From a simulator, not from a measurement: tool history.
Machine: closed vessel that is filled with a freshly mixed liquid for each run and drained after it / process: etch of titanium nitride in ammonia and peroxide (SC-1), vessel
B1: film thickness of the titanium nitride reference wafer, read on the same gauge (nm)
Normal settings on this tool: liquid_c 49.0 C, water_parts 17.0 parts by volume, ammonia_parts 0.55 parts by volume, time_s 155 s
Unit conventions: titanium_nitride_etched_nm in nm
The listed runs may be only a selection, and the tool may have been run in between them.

Run 1, hour 0.0: usual settings but water_parts 19.0 parts by volume; B1 100.02. Result: titanium_nitride_etched_nm 5.30 nm.
At hour 10.7: ammonia flow meter replaced.
Run 2, hour 36.3: usual settings but water_parts 12.5 parts by volume; B1 100.02. Result: titanium_nitride_etched_nm 6.60 nm.
At hour 128.9: new drum of ammonia solution connected.
Run 3, hour 131.0: usual settings but water_parts 12.5 parts by volume; B1 99.99. Result: titanium_nitride_etched_nm 6.77 nm.
Run 4, hour 402.3: usual settings but water_parts 12.5 parts by volume; B1 100.00. Result: titanium_nitride_etched_nm 6.66 nm.
At hour 476.9: thermometer replaced.
Run 5, hour 559.6: usual settings; B1 99.98. Result: titanium_nitride_etched_nm 5.59 nm.
Run 6, hour 737.8: usual settings; B1 99.99. Result: titanium_nitride_etched_nm 5.60 nm.
Run 7, hour 776.6: usual settings; B1 99.99. Result: titanium_nitride_etched_nm 5.60 nm.
Run 8, hour 845.7: usual settings but water_parts 20.0 parts by volume; B1 100.00. Result: titanium_nitride_etched_nm 5.08 nm.
At hour 857.2: new drum of ammonia solution connected.
At hour 886.2: ammonia flow meter replaced.
Run 9, hour 922.5: usual settings; B1 100.00. Result: titanium_nitride_etched_nm 5.65 nm.
Run 10, hour 982.8: usual settings but water_parts 13.0 parts by volume; B1 100.00. Result: titanium_nitride_etched_nm 6.52 nm.
Run 11, hour 1073.3: usual settings but time_s 225 s; B1 100.00. Result: titanium_nitride_etched_nm 8.26 nm.
At hour 1232.1: gauge calibrated.
Run 12, hour 1253.7: usual settings but liquid_c 42.0 C, water_parts 20.0 parts by volume, ammonia_parts 0.65 parts by volume, time_s 125 s; B1 100.00. Result: titanium_nitride_etched_nm 2.59 nm.
Run 13, hour 1319.5: usual settings but time_s 95 s; B1 100.00. Result: titanium_nitride_etched_nm 3.44 nm.
Run 14, hour 1360.8: usual settings but liquid_c 53.5 C, time_s 250 s; B1 99.97. Result: titanium_nitride_etched_nm 12.26 nm.
Run 15, hour 1409.8: usual settings but liquid_c 42.0 C, water_parts 20.0 parts by volume, ammonia_parts 0.65 parts by volume, time_s 125 s; B1 100.01. Result: titanium_nitride_etched_nm 2.58 nm.
Run 16, hour 1457.5: usual settings but liquid_c 46.0 C, ammonia_parts 0.25 parts by volume, time_s 95 s; B1 100.02. Result: titanium_nitride_etched_nm 2.39 nm.
Run 17, hour 1538.3: usual settings but liquid_c 46.5 C, water_parts 21.5 parts by volume; B1 99.99. Result: titanium_nitride_etched_nm 4.11 nm.
Run 18, hour 1644.9: usual settings but liquid_c 41.5 C; B1 100.01. Result: titanium_nitride_etched_nm 3.26 nm.
At hour 1759.1: new drum of ammonia solution connected.
At hour 1760.8: ammonia flow meter replaced.
Run 19, hour 1768.0: usual settings but liquid_c 57.5 C, time_s 90 s; B1 100.01. Result: titanium_nitride_etched_nm 5.88 nm.
Run 20, hour 1871.2: usual settings; B1 100.00. Result: titanium_nitride_etched_nm 5.70 nm.
Run 21, hour 1911.2: usual settings but liquid_c 55.5 C; B1 100.00. Result: titanium_nitride_etched_nm 8.84 nm.
Run 22, hour 1954.5: usual settings but liquid_c 41.5 C, water_parts 11.0 parts by volume, time_s 80 s; B1 100.01. Result: titanium_nitride_etched_nm 2.17 nm.
Run 23, hour 2233.6: usual settings; B1 99.98. Result: titanium_nitride_etched_nm 5.57 nm.
Run 24, hour 2321.9: usual settings; B1 100.01. Result: titanium_nitride_etched_nm 5.64 nm.
Run 25, hour 2394.6: usual settings but liquid_c 53.5 C, water_parts 13.5 parts by volume, ammonia_parts 0.70 parts by volume, time_s 70 s; B1 100.02. Result: titanium_nitride_etched_nm 4.08 nm.
At hour 2469.1: thermometer replaced.
Run 26, hour 2489.7: usual settings but water_parts 10.5 parts by volume; B1 100.01. Result: titanium_nitride_etched_nm 7.22 nm.
At hour 2500.2: new drum of ammonia solution connected.
Run 27, hour 2584.7: usual settings; B1 100.02. Result: titanium_nitride_etched_nm 5.72 nm.
At hour 2623.0: ammonia flow meter replaced.
Run 28, hour 2679.3: usual settings but water_parts 20.0 parts by volume, ammonia_parts 0.30 parts by volume, time_s 225 s; B1 100.01. Result: titanium_nitride_etched_nm 6.68 nm.

3 ways to go on from here, each from the tool as it stands after run 28. What would each give?
Run A, hour 2680.0: usual settings but water_parts 22.0 parts by volume; B1 ?. Result: titanium_nitride_etched_nm ?.
Run B, hour 2680.0: usual settings but liquid_c 54.0 C, ammonia_parts 0.65 parts by volume; B1 ?. Result: titanium_nitride_etched_nm ?.
Run C, hour 2680.0: usual settings but water_parts 12.5 parts by volume, ammonia_parts 0.30 parts by volume; B1 ?. Result: titanium_nitride_etched_nm ?.

run      B1  titanium_nitride_etched_nm
  A  100.00                        4.93
  B  100.00                        8.28
  C  100.00                        6.02
The same runs, with their run-to-run variation unchanged, on a tool lacking any hidden condition would have given:
run  titanium_nitride_etched_nm
  A                        4.96
  B                        8.33
  C                        6.05
